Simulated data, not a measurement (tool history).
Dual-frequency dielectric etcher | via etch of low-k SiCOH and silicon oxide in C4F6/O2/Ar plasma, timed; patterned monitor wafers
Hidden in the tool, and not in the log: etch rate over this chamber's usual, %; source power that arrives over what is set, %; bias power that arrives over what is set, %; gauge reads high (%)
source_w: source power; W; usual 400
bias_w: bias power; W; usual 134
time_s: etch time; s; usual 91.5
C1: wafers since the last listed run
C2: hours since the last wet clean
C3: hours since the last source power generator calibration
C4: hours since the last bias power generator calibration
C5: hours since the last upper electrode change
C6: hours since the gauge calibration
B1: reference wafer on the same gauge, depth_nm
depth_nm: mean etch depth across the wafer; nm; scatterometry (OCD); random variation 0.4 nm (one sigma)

Run 1, hour 0.0: usual settings but time_s 78.0 s; C1 0; C2 60.4; C3 1374.3; C4 2441.3; C5 2863.8; C6 374.1; B1 237.9. Result: depth_nm 205.2 nm.
Run 2, hour 77.5: usual settings but source_w 470 W; C1 754; C2 137.9; C3 1451.8; C4 2518.8; C5 2941.3; C6 451.6; B1 238.0. Result: depth_nm 249.0 nm.
Run 3, hour 170.8: usual settings but source_w 470 W; C1 908; C2 231.2; C3 1545.1; C4 2612.1; C5 3034.6; C6 544.9; B1 237.9. Result: depth_nm 248.6 nm.
Run 4, hour 240.2: usual settings but bias_w 159 W; C1 675; C2 300.6; C3 1614.5; C4 2681.5; C5 3104.0; C6 614.3; B1 237.9. Result: depth_nm 248.1 nm.
Run 5, hour 277.4: usual settings but bias_w 159 W; C1 362; C2 337.8; C3 1651.7; C4 2718.7; C5 3141.2; C6 651.5; B1 238.1. Result: depth_nm 247.2 nm.
At hour 301.5: wet clean of the chamber.
Run 6, hour 371.0: usual settings; C1 677; C2 69.5; C3 1745.3; C4 2812.3; C5 3234.8; C6 745.1; B1 238.0. Result: depth_nm 241.2 nm.
Run 7, hour 469.7: usual settings; C1 960; C2 168.2; C3 1844.0; C4 2911.0; C5 3333.5; C6 843.8; B1 238.0. Result: depth_nm 239.6 nm.
Run 8, hour 569.7: usual settings; C1 973; C2 268.2; C3 1944.0; C4 3011.0; C5 3433.5; C6 943.8; B1 238.3. Result: depth_nm 238.0 nm.
Run 9, hour 618.4: usual settings; C1 474; C2 316.9; C3 1992.7; C4 3059.7; C5 3482.2; C6 992.5; B1 238.0. Result: depth_nm 237.6 nm.
At hour 681.7: wet clean of the chamber.
At hour 708.9: gauge calibrated.
Run 10, hour 714.0: usual settings but source_w 360 W; C1 696; C2 32.3; C3 2088.3; C4 3155.3; C5 3577.8; C6 5.1; B1 237.8. Result: depth_nm 235.4 nm.
Run 11, hour 820.7: usual settings but source_w 360 W; C1 1038; C2 139.0; C3 2195.0; C4 3262.0; C5 3684.5; C6 111.8; B1 238.0. Result: depth_nm 233.6 nm.
Run 12, hour 920.7: usual settings but source_w 360 W; C1 973; C2 239.0; C3 2295.0; C4 3362.0; C5 3784.5; C6 211.8; B1 237.9. Result: depth_nm 232.5 nm.
Run 13, hour 970.3: usual settings but source_w 310 W, bias_w 109 W; C1 482; C2 288.6; C3 2344.6; C4 3411.6; C5 3834.1; C6 261.4; B1 238.0. Result: depth_nm 214.4 nm.
At hour 993.5: bias power generator calibrated.
At hour 1029.0: upper electrode replaced.
At hour 1093.4: wet clean of the chamber.
Run 14, hour 1100.5: usual settings but source_w 330 W, bias_w 147 W; C1 761; C2 7.1; C3 2474.8; C4 107.0; C5 71.5; C6 391.6; B1 238.0. Result: depth_nm 234.6 nm.
At hour 1166.5: source power generator calibrated.
Run 15, hour 1205.2: usual settings; C1 980; C2 111.8; C3 38.7; C4 211.7; C5 176.2; C6 496.3; B1 238.0. Result: depth_nm 237.4 nm.
Run 16, hour 1267.6: usual settings but source_w 450 W, bias_w 118 W; C1 607; C2 174.2; C3 101.1; C4 274.1; C5 238.6; C6 558.7; B1 238.1. Result: depth_nm 237.4 nm.
Run 17, hour 1368.0: usual settings but bias_w 143 W; C1 977; C2 274.6; C3 201.5; C4 374.5; C5 339.0; C6 659.1; B1 238.0. Result: depth_nm 239.2 nm.
Run 18, hour 1437.4: usual settings but source_w 440 W, bias_w 120 W, time_s 66.5 s; C1 675; C2 344.0; C3 270.9; C4 443.9; C5 408.4; C6 728.5; B1 237.9. Result: depth_nm 170.8 nm.
At hour 1513.8: wet clean of the chamber.
Run 19, hour 1514.3: usual settings; C1 514; C2 0.5; C3 347.8; C4 520.8; C5 485.3; C6 805.4; B1 238.1. Result: depth_nm 241.0 nm.
Run 20, hour 1557.5: usual settings; C1 420; C2 43.7; C3 391.0; C4 564.0; C5 528.5; C6 848.6; B1 237.9. Result: depth_nm 240.6 nm.
Run 21, hour 1612.2: usual settings but bias_w 156 W, time_s 104.5 s; C1 532; C2 98.4; C3 445.7; C4 618.7; C5 583.2; C6 903.3; B1 237.7. Result: depth_nm 284.5 nm.
At hour 1680.1: gauge calibrated.
Run 22, hour 1706.8: usual settings; C1 920; C2 193.0; C3 540.3; C4 713.3; C5 677.8; C6 26.7; B1 238.2. Result: depth_nm 238.3 nm.
Run 23, hour 1802.5: usual settings; C1 931; C2 288.7; C3 636.0; C4 809.0; C5 773.5; C6 122.4; B1 238.2. Result: depth_nm 237.5 nm.
At hour 1875.0: wet clean of the chamber.
Run 24, hour 1875.5: usual settings but source_w 440 W, bias_w 125 W, time_s 73.0 s; C1 476; C2 0.5; C3 709.0; C4 882.0; C5 846.5; C6 195.4; B1 238.0. Result: depth_nm 194.1 nm.

Hidden state or all else? Some run-to-run changes of depth_nm, split into what the settings, what came in and random variation would give without the hidden state, and what is left for the hidden state (with any gauge scatter that isn't in both results):
Run 9 -> 10: source_w 400 -> 360, wet clean of the chamber, gauge calibrated. depth_nm -2.2 nm: hidden state +3.6, all else -5.8.
Run 17 -> 18: source_w 400 -> 440, bias_w 143 -> 120, time_s 91.5 -> 66.5. depth_nm -68.4 nm: hidden state +0.2, all else -68.6.
Run 18 -> 19: source_w 440 -> 400, bias_w 120 -> 134, time_s 66.5 -> 91.5, wet clean of the chamber. depth_nm +70.2 nm: hidden state +4.3, all else +65.9.
